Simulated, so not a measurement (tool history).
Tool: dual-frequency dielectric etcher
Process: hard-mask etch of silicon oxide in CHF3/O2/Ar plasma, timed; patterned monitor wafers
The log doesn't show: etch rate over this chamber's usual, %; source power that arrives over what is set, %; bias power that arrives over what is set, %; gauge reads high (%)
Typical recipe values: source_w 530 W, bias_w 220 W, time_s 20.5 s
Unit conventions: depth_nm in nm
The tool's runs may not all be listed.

run	hour	source_w	bias_w	time_s	wafers since the last listed run	hours since the last wet clean	hours since the last source power generator calibration	hours since the last bias power generator calibration	hours since the last upper electrode change	hours since the gauge calibration	read-back reference wafer on the same gauge, depth_nm	depth_nm
1	0.0	530	220	23.0	0	473.1	2529.3	944.0	4071.8	1670.9	38.62	47.37
# hour 7.2: gauge calibrated
2	69.2	600	220	20.5	920	542.3	2598.5	1013.2	4141.0	62.0	38.58	44.28
3	112.5	600	220	20.5	576	585.6	2641.8	1056.5	4184.3	105.3	38.60	44.65
# hour 166.0: wet clean of the chamber
4	185.2	530	220	20.5	648	19.2	2714.5	1129.2	4257.0	178.0	38.62	40.67
5	262.0	530	220	20.5	1021	96.0	2791.3	1206.0	4333.8	254.8	38.60	40.61
6	332.2	530	220	20.5	934	166.2	2861.5	1276.2	4404.0	325.0	38.58	41.61
7	417.7	530	220	20.5	1137	251.7	2947.0	1361.7	4489.5	410.5	38.62	41.86
8	507.6	530	220	20.5	1196	341.6	3036.9	1451.6	4579.4	500.4	38.58	41.76
9	567.7	530	220	20.5	799	401.7	3097.0	1511.7	4639.5	560.5	38.59	41.76
10	611.2	440	220	20.5	578	445.2	3140.5	1555.2	4683.0	604.0	38.58	39.26
11	675.9	530	245	20.5	860	509.9	3205.2	1619.9	4747.7	668.7	38.63	44.17
12	721.7	620	256	17.5	609	555.7	3251.0	1665.7	4793.5	714.5	38.58	40.78

Run 13 has not been measured yet. What should we expect?
# hour 787.4: upper electrode replaced
# hour 793.8: wet clean of the chamber
13	828.4	530	220	22.5	1014	34.6	3357.7	1772.4	41.0	821.2	?	?

Logged for run 13: read-back reference wafer on the same gauge, depth_nm 38.57, depth_nm 44.83 nm.
Take away the tool's hidden state, keep the run-to-run variation as it was, and the same run would have given depth_nm 44.76 nm.
